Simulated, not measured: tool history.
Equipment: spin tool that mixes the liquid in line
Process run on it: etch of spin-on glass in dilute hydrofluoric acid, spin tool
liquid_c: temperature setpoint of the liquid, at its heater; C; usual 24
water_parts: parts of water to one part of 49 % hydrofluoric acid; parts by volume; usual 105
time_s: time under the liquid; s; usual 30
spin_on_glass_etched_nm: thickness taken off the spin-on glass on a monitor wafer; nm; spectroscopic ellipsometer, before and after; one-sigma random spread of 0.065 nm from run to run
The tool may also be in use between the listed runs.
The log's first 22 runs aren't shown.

run,hour,liquid_c,water_parts,time_s,"read-back film thickness of the spin-on glass reference wafer, read on the same gauge (nm)",spin_on_glass_etched_nm
23,621.9,24,125,15,60.04,6.36
24,656.1,24,105,30,59.99,15.54
25,671.3,24,105,30,60.01,15.61
26,693,21.5,90,20,60.02,11.12
27,709.2,24,105,30,60.01,15.6
28,728.1,24,105,30,59.96,15.51
29,754.2,21.5,55,15,60.01,14.36
30,780.1,24,90,20,59.99,12.37
31,794.5,24,55,30,60.05,31.83
32,810.5,24,105,15,59.99,7.79
33,837.6,24,140,45,59.99,16.85
34,855.9,19,85,45,59.98,24.25
35,875.9,25.5,55,40,59.99,45.53

Alternative continuations, all from the tool just after run 35; predict every row:
A,876.3,24,105,30,?,?
B,876.3,22.5,145,45,?,?
C,876.3,28.5,130,45,?,?

run,"read-back film thickness of the spin-on glass reference wafer, read on the same gauge (nm)",spin_on_glass_etched_nm
A,59.99,15.64
B,59.99,15.29
C,59.99,21.78
Take away the tool's hidden state, keep each run's random variation, and the runs would have read:
run,spin_on_glass_etched_nm
A,15.23
B,14.89
C,21.25
